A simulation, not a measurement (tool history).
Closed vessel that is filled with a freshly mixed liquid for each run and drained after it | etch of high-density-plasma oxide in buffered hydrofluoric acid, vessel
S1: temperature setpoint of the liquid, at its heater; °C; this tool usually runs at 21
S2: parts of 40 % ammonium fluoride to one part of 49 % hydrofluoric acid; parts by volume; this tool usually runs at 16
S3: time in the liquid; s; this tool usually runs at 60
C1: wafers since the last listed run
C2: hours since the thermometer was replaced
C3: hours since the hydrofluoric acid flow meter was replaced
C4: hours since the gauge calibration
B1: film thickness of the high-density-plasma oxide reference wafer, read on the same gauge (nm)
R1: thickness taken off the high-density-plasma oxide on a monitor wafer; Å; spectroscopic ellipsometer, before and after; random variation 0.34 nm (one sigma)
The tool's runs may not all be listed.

run	hour	S1	S2	S3	C1	C2	C3	C4	B1	R1
1	0	21	16	60	0	2427.6	1530.9	968.7	89.99	408.8
2	28.1	21	16	60	4108	2455.7	1559	996.8	90	414.2
3	46.9	21	16	60	2748	2474.5	1577.8	1015.6	89.99	410.1
4	80.4	21	16	60	4897	2508	1611.3	1049.1	90.01	411.2
5	107.9	21	16	85	4020	2535.5	1638.8	1076.6	90	582
6	138.2	21	16	85	4429	2565.8	1669.1	1106.9	90	575.4
7	171.2	21	16	85	4824	2598.8	1702.1	1139.9	90	583.9
8	202.6	21	11.5	60	4590	2630.2	1733.5	1171.3	90	552.9
# hour 211.6: thermometer replaced
9	237.3	18.5	20.5	60	4926	25.7	1768.2	1206	90.01	284.5
10	266.6	21	16	60	4283	55	1797.5	1235.3	90	409.3
11	283.6	21	10.5	60	2485	72	1814.5	1252.3	89.97	616.7
# hour 287.7: gauge calibrated
12	302.8	21	16	60	2807	91.2	1833.7	15.1	89.99	402.6
13	338.1	23	21.5	90	5160	126.5	1869	50.4	90.02	535.8
14	363.8	21	16	60	3757	152.2	1894.7	76.1	89.98	395.5
15	377.6	21	16	60	2017	166	1908.5	89.9	90.01	401.4
# hour 385.5: hydrofluoric acid flow meter replaced
16	400	21	16	60	3128	188.4	14.5	112.3	90	438.8
17	429.5	24	13	60	4312	217.9	44	141.8	89.98	642.3
18	458.3	23	16	40	4210	246.7	72.8	170.6	90	329
19	478.9	21	16	60	3011	267.3	93.4	191.2	89.99	441.8
20	553.1	22.5	16	35	10847	341.5	167.6	265.4	90.01	275.8
21	643.4	21	16	60	13201	431.8	257.9	355.7	89.97	435.7
22	659	21	16	60	2280	447.4	273.5	371.3	89.99	434.2
23	685.2	21	16	60	3830	473.6	299.7	397.5	89.99	433.8
24	700.3	18.5	10	45	2207	488.7	314.8	412.6	89.99	442.8
25	734.4	17	13.5	60	4985	522.8	348.9	446.7	90	403.7
26	755.8	26	14.5	60	3128	544.2	370.3	468.1	90	634.1
27	776.5	24	16	60	3026	564.9	391	488.8	89.98	509.6
28	790.5	21	16	60	2046	578.9	405	502.8	90	424.6
29	811	23.5	10	45	2997	599.4	425.5	523.3	90.02	590.7
30	826.2	22.5	20	70	2222	614.6	440.7	538.5	89.99	444.3
31	847.8	25.5	16	60	3157	636.2	462.3	560.1	90.01	546.9

Predict each of these 5 candidate next runs independently; none follows another, all start after run 31:
A	848.5	21	16	60	102	636.9	463	560.8	?	?
B	848.5	18	19.5	50	102	636.9	463	560.8	?	?
C	848.5	23	19.5	35	102	636.9	463	560.8	?	?
D	848.5	25	10.5	60	102	636.9	463	560.8	?	?
E	848.5	21	16	30	102	636.9	463	560.8	?	?

run	B1	R1
A	90	428.3
B	90	248.8
C	90	230.4
D	90	806.5
E	90	214.2
With no hidden state in the tool, these same runs would have given:
run	R1
A	444
B	257
C	238
D	835.5
E	222
